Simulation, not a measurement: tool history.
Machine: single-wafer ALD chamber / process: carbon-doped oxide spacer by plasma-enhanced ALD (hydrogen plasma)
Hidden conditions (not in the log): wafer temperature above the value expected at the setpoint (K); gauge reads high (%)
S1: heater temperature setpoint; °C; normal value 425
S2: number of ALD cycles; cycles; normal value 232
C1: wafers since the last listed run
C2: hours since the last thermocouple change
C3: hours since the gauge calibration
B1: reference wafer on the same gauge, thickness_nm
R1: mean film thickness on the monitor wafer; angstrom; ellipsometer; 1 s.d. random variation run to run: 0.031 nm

Run 1, hour 0.0: usual settings; C1 0; C2 1558.4; C3 665.2; B1 12.704. Result: R1 107.35 angstrom.
Run 2, hour 74.8: usual settings; C1 146; C2 1633.2; C3 740.0; B1 12.706. Result: R1 106.48 angstrom.
Run 3, hour 171.9: usual settings but S2 197 cycles; C1 190; C2 1730.3; C3 837.1; B1 12.703. Result: R1 90.97 angstrom.
Run 4, hour 265.3: usual settings but S1 434 °C; C1 183; C2 1823.7; C3 930.5; B1 12.693. Result: R1 103.06 angstrom.
Run 5, hour 325.2: usual settings but S1 434 °C; C1 117; C2 1883.6; C3 990.4; B1 12.694. Result: R1 103.55 angstrom.
Run 6, hour 432.3: usual settings but S1 434 °C; C1 210; C2 1990.7; C3 1097.5; B1 12.706. Result: R1 103.38 angstrom.
At hour 443.4: thermocouple changed; heater temperature recalibrated.
Run 7, hour 517.1: usual settings but S2 256 cycles; C1 150; C2 73.7; C3 1182.3; B1 12.698. Result: R1 118.95 angstrom.
Run 8, hour 599.3: usual settings but S2 256 cycles; C1 161; C2 155.9; C3 1264.5; B1 12.711. Result: R1 118.38 angstrom.
Run 9, hour 683.0: usual settings but S1 428 °C; C1 164; C2 239.6; C3 1348.2; B1 12.707. Result: R1 105.94 angstrom.
Run 10, hour 761.2: usual settings; C1 153; C2 317.8; C3 1426.4; B1 12.697. Result: R1 107.25 angstrom.
Run 11, hour 1056.0: usual settings; C1 579; C2 612.6; C3 1721.2; B1 12.692. Result: R1 106.68 angstrom.
Run 12, hour 1129.0: usual settings but S1 434 °C, S2 254 cycles; C1 143; C2 685.6; C3 1794.2; B1 12.694. Result: R1 113.52 angstrom.
Run 13, hour 1188.9: usual settings but S1 434 °C, S2 254 cycles; C1 117; C2 745.5; C3 1854.1; B1 12.697. Result: R1 113.54 angstrom.
Run 14, hour 1272.5: usual settings; C1 164; C2 829.1; C3 1937.7; B1 12.704. Result: R1 106.61 angstrom.
Run 15, hour 1345.2: usual settings; C1 142; C2 901.8; C3 2010.4; B1 12.715. Result: R1 107.34 angstrom.
Run 16, hour 1620.4: usual settings but S1 433 °C; C1 540; C2 1177.0; C3 2285.6; B1 12.707. Result: R1 103.87 angstrom.
Run 17, hour 1705.5: usual settings but S1 429 °C; C1 167; C2 1262.1; C3 2370.7; B1 12.698. Result: R1 105.24 angstrom.
Run 18, hour 1761.4: usual settings; C1 109; C2 1318.0; C3 2426.6; B1 12.698. Result: R1 106.88 angstrom.
Run 19, hour 1813.8: usual settings but S1 430 °C, S2 186 cycles; C1 102; C2 1370.4; C3 2479.0; B1 12.697. Result: R1 84.24 angstrom.
At hour 1850.2: gauge calibrated.
Run 20, hour 1853.2: usual settings but S1 434 °C, S2 196 cycles; C1 77; C2 1409.8; C3 3.0; B1 12.694. Result: R1 87.15 angstrom.
Run 21, hour 1950.9: usual settings but S1 417 °C, S2 206 cycles; C1 191; C2 1507.5; C3 100.7; B1 12.694. Result: R1 96.82 angstrom.

What does the tool deliver on the next run?
Run 22, hour 2005.9: usual settings but S1 433 °C, S2 213 cycles; C1 108; C2 1562.5; C3 155.7; B1 ?. Result: R1 ?.

Logged for run 22: B1 12.690, R1 94.61 angstrom.
Take away the tool's hidden state, keep the run-to-run variation as it was, and the same run would have given R1 96.11 angstrom.
